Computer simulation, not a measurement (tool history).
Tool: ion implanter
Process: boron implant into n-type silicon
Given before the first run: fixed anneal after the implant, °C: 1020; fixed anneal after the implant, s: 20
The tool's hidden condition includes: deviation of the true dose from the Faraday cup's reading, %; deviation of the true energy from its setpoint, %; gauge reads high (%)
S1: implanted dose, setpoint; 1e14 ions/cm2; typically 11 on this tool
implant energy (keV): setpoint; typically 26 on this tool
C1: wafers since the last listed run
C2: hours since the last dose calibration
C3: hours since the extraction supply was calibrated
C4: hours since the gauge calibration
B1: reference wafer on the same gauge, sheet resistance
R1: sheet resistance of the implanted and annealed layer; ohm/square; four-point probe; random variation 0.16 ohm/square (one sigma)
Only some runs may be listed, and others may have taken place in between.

Run 1, day 0: usual settings; C1 0; C2 23.5; C3 4776.7; C4 1209.2; B1 119.07. Result: R1 104.68 ohm/square.
Run 2, day 1.817: usual settings; C1 1226; C2 67.1; C3 4820.3; C4 1252.8; B1 119.02. Result: R1 104.95 ohm/square.
Run 3, day 5.833: usual settings but implant energy (keV) 22.5; C1 2712; C2 163.5; C3 4916.7; C4 1349.2; B1 118.99. Result: R1 105.62 ohm/square.
At day 8.783: gauge calibrated.
Run 4, day 9.783: usual settings but implant energy (keV) 22.5; C1 2667; C2 258.3; C3 5011.5; C4 24; B1 119.04. Result: R1 105.6 ohm/square.
Run 5, day 11.596: usual settings but implant energy (keV) 22.5; C1 1223; C2 301.8; C3 5055; C4 67.5; B1 118.99. Result: R1 105.59 ohm/square.
Run 6, day 13.458: usual settings but S1 12.08 1e14 ions/cm2, implant energy (keV) 19; C1 1257; C2 346.5; C3 5099.7; C4 112.2; B1 119.05. Result: R1 99.42 ohm/square.
Run 7, day 17.925: usual settings; C1 3015; C2 453.7; C3 5206.9; C4 219.4; B1 118.99. Result: R1 103.94 ohm/square.
Run 8, day 19.458: usual settings; C1 1035; C2 490.5; C3 5243.7; C4 256.2; B1 118.97. Result: R1 103.86 ohm/square.
Run 9, day 23.446: usual settings but S1 8.69 1e14 ions/cm2; C1 2692; C2 586.2; C3 5339.4; C4 351.9; B1 118.98. Result: R1 126 ohm/square.
At day 23.962: Faraday cup replaced and dose calibrated.
Run 10, day 29.704: usual settings but S1 8.69 1e14 ions/cm2; C1 4000; C2 137.8; C3 5489.6; C4 502.1; B1 119.03. Result: R1 127.96 ohm/square.
Run 11, day 32.521: usual settings but S1 8.69 1e14 ions/cm2; C1 1901; C2 205.4; C3 5557.2; C4 569.7; B1 118.94. Result: R1 127.98 ohm/square.
Run 12, day 39.483: usual settings; C1 4701; C2 372.5; C3 5724.3; C4 736.8; B1 118.95. Result: R1 104.62 ohm/square.
Run 13, day 42.479: usual settings; C1 2022; C2 444.4; C3 5796.2; C4 808.7; B1 119.11. Result: R1 104.36 ohm/square.
Run 14, day 44.879: usual settings; C1 1620; C2 502; C3 5853.8; C4 866.3; B1 118.96. Result: R1 104.03 ohm/square.
Run 15, day 46.708: usual settings; C1 1235; C2 545.9; C3 5897.7; C4 910.2; B1 119.05. Result: R1 104.12 ohm/square.
At day 47.833: Faraday cup replaced and dose calibrated.
At day 47.921: extraction supply calibrated.
Run 16, day 51.208: usual settings but S1 12.31 1e14 ions/cm2, implant energy (keV) 33; C1 2754; C2 81; C3 78.9; C4 1018.2; B1 119.03. Result: R1 94.29 ohm/square.
Run 17, day 54.754: usual settings but S1 12.33 1e14 ions/cm2; C1 2394; C2 166.1; C3 164; C4 1103.3; B1 118.98. Result: R1 95.78 ohm/square.
Run 18, day 57.212: usual settings; C1 1659; C2 225.1; C3 223; C4 1162.3; B1 119.13. Result: R1 104.77 ohm/square.
Run 19, day 59.554: usual settings but S1 13.8 1e14 ions/cm2, implant energy (keV) 34; C1 1581; C2 281.3; C3 279.2; C4 1218.5; B1 119. Result: R1 85.77 ohm/square.
Run 20, day 63.312: usual settings but S1 8.16 1e14 ions/cm2, implant energy (keV) 21; C1 2537; C2 371.5; C3 369.4; C4 1308.7; B1 118.99. Result: R1 136.7 ohm/square.
Run 21, day 65.375: usual settings but S1 8.72 1e14 ions/cm2, implant energy (keV) 28.5; C1 1392; C2 421; C3 418.9; C4 1358.2; B1 119.05. Result: R1 125.9 ohm/square.
At day 68.979: gauge calibrated.
Run 22, day 69.629: usual settings but S1 12.05 1e14 ions/cm2, implant energy (keV) 32.5; C1 2872; C2 523.1; C3 521; C4 15.6; B1 119.03. Result: R1 95.26 ohm/square.
At day 70.858: Faraday cup replaced and dose calibrated.
Run 23, day 72.567: usual settings; C1 1758; C2 41; C3 591.5; C4 86.1; B1 119.05. Result: R1 104.96 ohm/square.
Run 24, day 76.583: usual settings; C1 2712; C2 137.4; C3 687.9; C4 182.5; B1 119.02. Result: R1 104.97 ohm/square.
Run 25, day 79.688: usual settings; C1 2095; C2 211.9; C3 762.4; C4 257; B1 119.05. Result: R1 105.18 ohm/square.
Run 26, day 83.45: usual settings but S1 9.1 1e14 ions/cm2; C1 2540; C2 302.2; C3 852.7; C4 347.3; B1 118.91. Result: R1 122.52 ohm/square.
Run 27, day 86.229: usual settings but S1 12.23 1e14 ions/cm2, implant energy (keV) 23; C1 1876; C2 368.9; C3 919.4; C4 414; B1 118.97. Result: R1 96.69 ohm/square.
Run 28, day 89.908: usual settings but S1 10.04 1e14 ions/cm2, implant energy (keV) 30; C1 2484; C2 457.2; C3 1007.7; C4 502.3; B1 119.08. Result: R1 111.77 ohm/square.
Run 29, day 92.588: usual settings but S1 13.58 1e14 ions/cm2, implant energy (keV) 31.5; C1 1809; C2 521.5; C3 1072; C4 566.6; B1 118.98. Result: R1 86.35 ohm/square.
Run 30, day 94.483: usual settings but S1 9.92 1e14 ions/cm2, implant energy (keV) 31.5; C1 1280; C2 567; C3 1117.5; C4 612.1; B1 119. Result: R1 111.7 ohm/square.
Run 31, day 96.308: usual settings but S1 8.69 1e14 ions/cm2; C1 1232; C2 610.8; C3 1161.3; C4 655.9; B1 118.87. Result: R1 126.06 ohm/square.

Entry by entry between the runs, the difference in hidden state between the last listed run before and the first listed run after:
Logged between run 3 and run 4: gauge calibrated (day 8.783)
  deviation of the true dose from the Faraday cup's reading, %: 0.319 -> 0.491
  measured value less the no-hidden-state value, R1: -0.27 -> -0.42 ohm/square
Logged between run 9 and run 10: Faraday cup replaced and dose calibrated (day 23.962)
  deviation of the true dose from the Faraday cup's reading, %: 1.68 -> 0.0113
  measured value less the no-hidden-state value, R1: -1.8 -> -0.01 ohm/square
Logged between run 15 and run 16: Faraday cup replaced and dose calibrated (day 47.833); extraction supply calibrated (day 47.921)
  deviation of the true dose from the Faraday cup's reading, %: 1.21 -> -0.199
  measured value less the no-hidden-state value, R1: -1.04 -> +0.15 ohm/square
Logged between run 21 and run 22: gauge calibrated (day 68.979)
  deviation of the true dose from the Faraday cup's reading, %: 0.537 -> 0.952
  measured value less the no-hidden-state value, R1: -0.57 -> -0.75 ohm/square
Logged between run 22 and run 23: Faraday cup replaced and dose calibrated (day 70.858)
  deviation of the true dose from the Faraday cup's reading, %: 0.952 -> -0.0685
  measured value less the no-hidden-state value, R1: -0.75 -> +0.06 ohm/square

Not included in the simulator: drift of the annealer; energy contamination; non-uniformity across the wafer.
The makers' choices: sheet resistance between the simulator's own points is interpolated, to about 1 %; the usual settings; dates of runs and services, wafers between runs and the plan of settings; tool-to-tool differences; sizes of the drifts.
